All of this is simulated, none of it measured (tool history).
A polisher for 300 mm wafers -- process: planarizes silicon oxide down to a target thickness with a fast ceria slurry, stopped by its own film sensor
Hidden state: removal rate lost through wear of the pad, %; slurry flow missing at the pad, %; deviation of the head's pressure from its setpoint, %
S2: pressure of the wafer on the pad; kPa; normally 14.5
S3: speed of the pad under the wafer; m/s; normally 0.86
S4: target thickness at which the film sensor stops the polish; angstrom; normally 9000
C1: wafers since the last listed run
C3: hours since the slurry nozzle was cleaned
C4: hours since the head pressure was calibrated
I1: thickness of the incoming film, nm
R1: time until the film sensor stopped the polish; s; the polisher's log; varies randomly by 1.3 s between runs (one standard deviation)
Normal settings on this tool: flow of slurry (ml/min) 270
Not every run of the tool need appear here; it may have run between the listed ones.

run 1 day=0.000 | flow_of_slurry_(ml/min)=270 S2=14.5 S3=0.86 S4=9000 | C1=0 wafers_polished_on_this_pad=1094 C3=518.4 C4=408.9 | I1=1851.7 | R1=101.3
run 2 day=1.012 | flow_of_slurry_(ml/min)=270 S2=14.5 S3=0.86 S4=9000 | C1=219 wafers_polished_on_this_pad=1313 C3=542.7 C4=433.2 | I1=1844.7 | R1=99.0
-- day=1.271 worn pad replaced by a new one
-- day=1.471 slurry nozzle cleaned
run 3 day=2.375 | flow_of_slurry_(ml/min)=270 S2=14.5 S3=0.86 S4=9000 | C1=249 wafers_polished_on_this_pad=230 C3=21.7 C4=465.9 | I1=1830.7 | R1=97.5
-- day=2.479 head pressure recalibrated
run 4 day=2.921 | flow_of_slurry_(ml/min)=270 S2=17.9 S3=0.86 S4=9000 | C1=100 wafers_polished_on_this_pad=330 C3=34.8 C4=10.6 | I1=1821.2 | R1=82.5
run 5 day=3.975 | flow_of_slurry_(ml/min)=215 S2=14.5 S3=0.86 S4=9000 | C1=228 wafers_polished_on_this_pad=558 C3=60.1 C4=35.9 | I1=1803.2 | R1=101.6
run 6 day=5.254 | flow_of_slurry_(ml/min)=215 S2=14.5 S3=0.86 S4=9000 | C1=277 wafers_polished_on_this_pad=835 C3=90.8 C4=66.6 | I1=1852.5 | R1=106.7
run 7 day=5.896 | flow_of_slurry_(ml/min)=325 S2=14.5 S3=0.86 S4=9000 | C1=138 wafers_polished_on_this_pad=974 C3=106.2 C4=82.0 | I1=1817.8 | R1=97.7
run 8 day=7.096 | flow_of_slurry_(ml/min)=325 S2=14.5 S3=0.86 S4=9000 | C1=259 wafers_polished_on_this_pad=1234 C3=135.0 C4=110.8 | I1=1842.5 | R1=98.4
-- day=7.971 worn pad replaced by a new one
run 9 day=8.425 | flow_of_slurry_(ml/min)=270 S2=14.5 S3=0.86 S4=9000 | C1=251 wafers_polished_on_this_pad=98 C3=166.9 C4=142.7 | I1=1845.2 | R1=100.4
run 10 day=10.296 | flow_of_slurry_(ml/min)=270 S2=14.5 S3=0.86 S4=9000 | C1=405 wafers_polished_on_this_pad=503 C3=211.8 C4=187.6 | I1=1839.9 | R1=101.3
run 11 day=10.867 | flow_of_slurry_(ml/min)=270 S2=14.5 S3=0.86 S4=9000 | C1=123 wafers_polished_on_this_pad=627 C3=225.5 C4=201.3 | I1=1837.5 | R1=100.5
run 12 day=11.729 | flow_of_slurry_(ml/min)=270 S2=14.5 S3=0.86 S4=9000 | C1=186 wafers_polished_on_this_pad=814 C3=246.2 C4=222.0 | I1=1835.2 | R1=99.9
run 13 day=12.362 | flow_of_slurry_(ml/min)=270 S2=14.5 S3=0.86 S4=9000 | C1=137 wafers_polished_on_this_pad=951 C3=261.4 C4=237.2 | I1=1870.8 | R1=103.7
run 14 day=13.771 | flow_of_slurry_(ml/min)=270 S2=14.5 S3=0.86 S4=9000 | C1=305 wafers_polished_on_this_pad=1256 C3=295.2 C4=271.0 | I1=1837.5 | R1=99.0
-- day=14.054 worn pad replaced by a new one
run 15 day=14.292 | flow_of_slurry_(ml/min)=270 S2=14.5 S3=0.86 S4=9000 | C1=76 wafers_polished_on_this_pad=51 C3=307.7 C4=283.5 | I1=1845.6 | R1=99.1
run 16 day=15.492 | flow_of_slurry_(ml/min)=270 S2=14.5 S3=0.86 S4=9000 | C1=259 wafers_polished_on_this_pad=311 C3=336.5 C4=312.3 | I1=1827.6 | R1=97.7
run 17 day=16.054 | flow_of_slurry_(ml/min)=270 S2=17.2 S3=0.86 S4=7590 | C1=121 wafers_polished_on_this_pad=433 C3=350.0 C4=325.8 | I1=1837.1 | R1=94.0
run 18 day=16.800 | flow_of_slurry_(ml/min)=270 S2=14.5 S3=0.86 S4=9000 | C1=161 wafers_polished_on_this_pad=595 C3=367.9 C4=343.7 | I1=1812.4 | R1=94.2
run 19 day=17.308 | flow_of_slurry_(ml/min)=235 S2=14.5 S3=0.86 S4=12000 | C1=110 wafers_polished_on_this_pad=705 C3=380.1 C4=355.9 | I1=1806.6 | R1=64.4
run 20 day=18.508 | flow_of_slurry_(ml/min)=270 S2=14.5 S3=0.74 S4=10260 | C1=259 wafers_polished_on_this_pad=965 C3=408.9 C4=384.7 | I1=1829.3 | R1=90.6
-- day=19.817 worn pad replaced by a new one
run 21 day=19.962 | flow_of_slurry_(ml/min)=310 S2=14.5 S3=0.86 S4=5840 | C1=278 wafers_polished_on_this_pad=31 C3=443.8 C4=419.6 | I1=1860.8 | R1=133.0
-- day=20.338 slurry nozzle cleaned
run 22 day=21.200 | flow_of_slurry_(ml/min)=180 S2=17.9 S3=0.86 S4=5820 | C1=258 wafers_polished_on_this_pad=290 C3=20.7 C4=449.3 | I1=1843.7 | R1=109.3
run 23 day=21.888 | flow_of_slurry_(ml/min)=270 S2=14.5 S3=0.86 S4=9000 | C1=148 wafers_polished_on_this_pad=439 C3=37.2 C4=465.8 | I1=1835.2 | R1=97.7
run 24 day=22.483 | flow_of_slurry_(ml/min)=270 S2=11.0 S3=0.86 S4=11510 | C1=129 wafers_polished_on_this_pad=568 C3=51.5 C4=480.1 | I1=1847.5 | R1=95.1
-- day=23.796 head pressure recalibrated
run 25 day=23.858 | flow_of_slurry_(ml/min)=195 S2=14.5 S3=0.86 S4=9000 | C1=279 wafers_polished_on_this_pad=848 C3=84.5 C4=1.5 | I1=1820.1 | R1=107.0
-- day=25.733 worn pad replaced by a new one
run 26 day=26.054 | flow_of_slurry_(ml/min)=270 S2=14.5 S3=0.86 S4=9000 | C1=439 wafers_polished_on_this_pad=69 C3=137.2 C4=54.2 | I1=1840.9 | R1=105.6
run 27 day=26.958 | flow_of_slurry_(ml/min)=270 S2=14.5 S3=0.86 S4=9000 | C1=195 wafers_polished_on_this_pad=264 C3=158.9 C4=75.9 | I1=1819.0 | R1=101.6
run 28 day=27.771 | flow_of_slurry_(ml/min)=350 S2=16.5 S3=0.66 S4=11650 | C1=175 wafers_polished_on_this_pad=440 C3=178.4 C4=95.4 | I1=1817.6 | R1=69.5
run 29 day=29.104 | flow_of_slurry_(ml/min)=340 S2=14.5 S3=0.86 S4=6930 | C1=288 wafers_polished_on_this_pad=729 C3=210.4 C4=127.4 | I1=1816.0 | R1=120.3
run 30 day=29.742 | flow_of_slurry_(ml/min)=330 S2=12.4 S3=0.86 S4=9000 | C1=138 wafers_polished_on_this_pad=867 C3=225.7 C4=142.7 | I1=1817.7 | R1=112.3
run 31 day=30.650 | flow_of_slurry_(ml/min)=200 S2=14.5 S3=0.86 S4=9000 | C1=196 wafers_polished_on_this_pad=1064 C3=247.5 C4=164.5 | I1=1835.2 | R1=102.0
run 32 day=31.388 | flow_of_slurry_(ml/min)=195 S2=16.5 S3=0.76 S4=9000 | C1=159 wafers_polished_on_this_pad=1224 C3=265.2 C4=182.2 | I1=1845.5 | R1=100.5

Forecast each of these 4 alternatives for the next run:
run A day=31.408 | flow_of_slurry_(ml/min)=270 S2=14.5 S3=0.86 S4=9000 | C1=4 wafers_polished_on_this_pad=1228 C3=265.7 C4=182.7 | I1=1825.6 | R1=?
run B day=31.408 | flow_of_slurry_(ml/min)=230 S2=14.5 S3=0.86 S4=6450 | C1=4 wafers_polished_on_this_pad=1228 C3=265.7 C4=182.7 | I1=1825.6 | R1=?
run C day=31.408 | flow_of_slurry_(ml/min)=210 S2=18.6 S3=0.86 S4=10270 | C1=4 wafers_polished_on_this_pad=1228 C3=265.7 C4=182.7 | I1=1825.6 | R1=?
run D day=31.408 | flow_of_slurry_(ml/min)=270 S2=17.2 S3=0.86 S4=9000 | C1=4 wafers_polished_on_this_pad=1228 C3=265.7 C4=182.7 | I1=1825.6 | R1=?

run=A R1=98.4
run=B R1=127.5
run=C R1=67.7
run=D R1=82.6
With the hidden condition removed and each run's random variation left untouched, the same runs would have given:
run=A R1=104.6
run=B R1=135.5
run=C R1=72.0
run=D R1=87.8

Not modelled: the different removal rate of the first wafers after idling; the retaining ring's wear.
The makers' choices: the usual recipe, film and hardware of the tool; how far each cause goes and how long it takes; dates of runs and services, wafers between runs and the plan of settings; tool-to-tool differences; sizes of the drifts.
